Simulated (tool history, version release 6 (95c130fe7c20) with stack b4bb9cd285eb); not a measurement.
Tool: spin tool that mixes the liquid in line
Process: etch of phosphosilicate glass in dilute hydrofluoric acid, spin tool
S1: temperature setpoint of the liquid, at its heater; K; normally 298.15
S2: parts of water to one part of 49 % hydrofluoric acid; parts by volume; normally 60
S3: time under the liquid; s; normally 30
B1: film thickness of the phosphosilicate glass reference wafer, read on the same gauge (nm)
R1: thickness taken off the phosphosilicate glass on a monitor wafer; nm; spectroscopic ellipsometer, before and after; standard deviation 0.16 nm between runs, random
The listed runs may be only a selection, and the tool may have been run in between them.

run,hour,S1,S2,S3,B1,R1
1,0.0,298.15,60,30,139.93,48.32
2,28.5,298.15,60,40,139.96,64.43
3,63.6,298.15,60,40,140.06,64.82
4,81.4,298.15,60,30,140.07,48.87
5,107.0,298.15,60,30,140.19,48.47
6,131.8,298.15,60,30,140.30,48.52
7,152.8,298.15,60,30,140.43,48.48
# hour 209.2: hydrofluoric acid flow meter replaced
8,250.4,298.15,60,30,141.15,49.11
# hour 268.5: gauge calibrated
9,278.4,298.15,60,30,139.88,48.37
10,296.6,298.15,60,30,139.88,48.66
# hour 313.8: thermometer replaced
11,332.6,293.65,60,45,139.93,60.21
12,363.7,298.15,60,15,140.01,24.19
13,380.5,295.15,60,35,140.08,50.28
14,404.5,296.65,70,15,140.20,19.28
15,421.6,293.15,50,20,140.27,32.04

Estimate the outcome of run 16 from the log above:
16,457.1,298.15,60,30,?,?

Run 16 yielded B1 140.48, R1 48.44 nm.
Minus the tool's unlogged condition, the same run would have read R1 48.28 nm.
